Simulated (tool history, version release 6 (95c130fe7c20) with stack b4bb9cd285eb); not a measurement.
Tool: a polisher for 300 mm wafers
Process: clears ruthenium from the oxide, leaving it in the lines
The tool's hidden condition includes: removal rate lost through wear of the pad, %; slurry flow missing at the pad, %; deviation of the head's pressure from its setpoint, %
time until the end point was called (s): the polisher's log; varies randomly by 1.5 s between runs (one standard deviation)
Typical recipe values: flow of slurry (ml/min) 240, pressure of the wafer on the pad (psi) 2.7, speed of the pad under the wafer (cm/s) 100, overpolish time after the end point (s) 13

run,day,flow of slurry (ml/min),pressure of the wafer on the pad (psi),speed of the pad under the wafer (cm/s),overpolish time after the end point (s),wafers since the last listed run,wafers polished on this pad,hours since the slurry nozzle was cleaned,hours since the head pressure was calibrated,"incoming thickness of the incoming film, nm",time until the end point was called (s)
1,0,240,2.7,100,13,0,108,469.4,62.6,135.7,80.1
2,1.4,240,2.7,100,13,278,386,503,96.2,136.1,80
3,2.446,240,2.7,100,13,207,594,528.1,121.3,134.1,77.2
4,5.883,240,2.7,100,13,682,1277,610.6,203.8,134.9,77.5
# day 6.512: slurry nozzle cleaned
5,6.662,240,2.7,100,13,146,1423,3.6,222.5,135.2,78.6
6,7.404,240,2.7,100,13,147,1570,21.4,240.3,134.3,78.1
7,8.583,240,2.1,100,13,234,1805,49.7,268.6,134,92.2
8,9.996,240,2.1,100,13,280,2085,83.6,302.5,134.4,100.2
9,11.012,240,2.1,100,13,201,2287,108,326.9,137.6,97.9
# day 11.242: worn pad replaced by a new one
10,11.779,240,2.7,100,13,119,107,126.4,345.3,133,74.6
11,12.4,240,2.7,100,13,123,230,141.3,360.2,134.6,78
12,13.183,240,2.7,100,13,155,385,160.1,379,134.6,73.7
13,14.092,240,2.5,100,13,180,566,181.9,400.8,133.4,78.5
14,14.946,240,2.7,100,13,169,736,202.4,421.3,135.4,72.9
15,16.429,240,3.1,100,13,294,1030,238,456.9,135.8,65.2
16,17.433,240,2.7,100,17,199,1230,262.1,481,136.5,74.6
17,18.65,240,2.7,100,13,241,1471,291.3,510.2,134.8,73.4
18,19.592,290,2.1,100,13,187,1658,313.9,532.8,136.1,91.9
19,20.55,185,2.7,114,13,190,1849,336.9,555.8,134.3,65.1
20,21.775,295,1.8,100,13,243,2092,366.3,585.2,135.1,109
# day 21.954: worn pad replaced by a new one
21,22.3,240,2,100,13,71,68,378.9,597.8,136.4,101.7
22,23.104,240,2.7,100,13,159,228,398.2,617.1,133.1,73
23,24.142,275,2.7,100,13,206,434,423.1,642,135.1,73.6
24,27.117,205,2.5,110,10,590,1025,494.5,713.4,136.2,75.4
25,28.575,240,2.7,100,13,289,1314,529.5,748.4,135.8,71.9
26,29.371,240,2.2,120,13,158,1472,548.6,767.5,134.6,75
27,30.717,270,3.4,66,19,267,1740,580.9,799.8,134.5,83.9
# day 32.071: slurry nozzle cleaned
28,32.129,155,2.1,100,17,272,2012,1.4,833.7,135.9,99.7
# day 32.358: worn pad replaced by a new one
29,32.883,270,1.9,66,17,116,104,19.5,851.8,137.9,156.3
30,34.1,210,2.7,100,13,241,345,48.7,881,135.6,74.5
# day 35.017: head pressure recalibrated
31,35.054,325,3,100,13,172,518,71.6,0.9,133,71
32,36.467,215,3.5,86,13,280,799,105.5,34.8,134.6,72.9
33,37.625,290,2.3,114,7,230,1029,133.3,62.6,134.1,80.8
34,39,240,2.7,118,13,273,1302,166.3,95.6,134.4,65.6
35,39.65,240,2.7,100,13,129,1431,181.9,111.2,134.3,76.2
# day 42.738: worn pad replaced by a new one
36,44.067,240,2.7,100,6,844,263,287.9,217.2,136,76.9
37,45.392,295,2,76,13,263,527,319.7,249,135.2,130.9
38,46.675,210,2.7,122,11,254,781,350.5,279.8,133.2,61.7

Give the tool's hidden conditions for every run:
removal rate lost through wear of the pad, %: 0 across all the runs
slurry flow missing at the pad, %: 0 across all the runs
H1: deviation of the head's pressure from its setpoint, %
run,H1
1,0.84
2,1.8
3,2.46
4,4.33
5,4.69
6,5.02
7,5.52
8,6.06
9,6.41
10,6.67
11,6.86
12,7.1
13,7.36
14,7.59
15,7.95
16,8.18
17,8.44
18,8.62
19,8.8
20,9.01
21,9.09
22,9.22
23,9.37
24,9.74
25,9.9
26,9.98
27,10.1
28,10.2
29,10.3
30,10.4
31,-0.642
32,0.512
33,1.38
34,2.32
35,2.74
36,5.13
37,5.72
38,6.24
